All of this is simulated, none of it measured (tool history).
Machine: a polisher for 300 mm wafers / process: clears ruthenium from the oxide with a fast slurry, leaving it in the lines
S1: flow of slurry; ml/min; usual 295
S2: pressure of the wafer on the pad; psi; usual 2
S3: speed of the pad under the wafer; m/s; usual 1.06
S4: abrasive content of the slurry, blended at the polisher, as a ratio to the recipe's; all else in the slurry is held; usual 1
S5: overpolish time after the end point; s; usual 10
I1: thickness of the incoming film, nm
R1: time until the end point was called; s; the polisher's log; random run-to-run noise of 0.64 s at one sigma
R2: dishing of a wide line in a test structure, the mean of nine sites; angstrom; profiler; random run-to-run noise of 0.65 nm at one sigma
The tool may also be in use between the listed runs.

run	hour	S1	S2	S3	S4	S5	I1	R1	R2
1	0	295	2	1.18	1	10	160.1	48.9	296
2	56.5	295	2	1.18	1	10	158.8	48.3	287
# hour 77.4: worn pad replaced by a new one
3	90.9	295	2	1.06	1	10	159.3	52.8	266
4	152.5	295	2	1.06	1	10	157.4	51.5	272
5	182.9	295	2	0.8	1	10	161.7	66.1	232
# hour 191.6: head pressure recalibrated
6	246.4	295	2	0.8	1	10	161.6	65.2	224
7	300.8	295	2	1.06	1	10	160.2	52.8	269
8	372.7	390	1.7	1.06	1	10	160.7	60.8	244
# hour 401.5: slurry blender recalibrated
# hour 414.8: slurry nozzle cleaned
9	444.1	295	2	1.06	1	10	158.9	52.8	269
10	468.9	295	1.6	1.06	0.7	10	161.1	71.6	205
# hour 480.9: worn pad replaced by a new one
11	500.6	295	2	1.06	0.9	5	161.3	56.2	140
12	531.6	235	2	1.06	1	10	162.6	55	251
13	557.1	220	2	0.72	1	14	161.9	73.9	278
14	629	295	2.7	0.8	1.25	10	158.7	47.2	295
# hour 650.4: head pressure recalibrated
15	718	295	2	1.22	1	10	160.8	47.7	292
16	772.4	295	2.3	1.06	0.75	10	160.9	51.9	292
17	816.4	235	2	1.4	1	6	161.3	43.7	199
# hour 831.8: slurry blender recalibrated
18	853.8	390	1.7	1.06	1	10	157.5	57.4	236
# hour 856.8: slurry nozzle cleaned
19	879	295	2	1.06	1	10	159.7	52.8	268
# hour 930.3: worn pad replaced by a new one
20	1060.8	295	2	1.06	1	10	160.3	51.6	278
# hour 1067.9: head pressure recalibrated
21	1100.8	295	2	1.06	1	10	160	52.6	260
22	1141.5	255	2	0.94	0.8	10	161.2	64.8	235
23	1209.1	225	1.5	1.18	0.9	10	160.5	66.4	224
24	1249.8	210	2	1.06	1.25	10	160.1	51.5	278
# hour 1288.6: slurry blender recalibrated
25	1318	325	1.5	1.06	1	13	161	66.2	275
# hour 1343.1: slurry nozzle cleaned
26	1374.9	295	2.4	1.06	1	4	163	46.7	128
27	1408.6	335	2	1.06	1	15	158	51.8	386
# hour 1417.4: worn pad replaced by a new one
28	1463.9	330	2	0.96	0.85	10	156.9	57.5	242

What if the next run were any one of these 4? Each begins from the tool's condition after run 28:
A	1464.3	295	2	1.06	1	13	162	?	?
B	1464.3	340	2.2	1.06	1	10	162	?	?
C	1464.3	245	2	1.06	1.1	7	162	?	?
D	1464.3	205	2	1.06	1	10	162	?	?

run	R1	R2
A	53.8	347
B	49.1	297
C	53.4	197
D	56.3	262
With the hidden condition removed and each run's random variation left untouched, the same runs would have given:
run	R1	R2
A	53.8	347
B	49.1	297
C	53.4	197
D	56.3	262
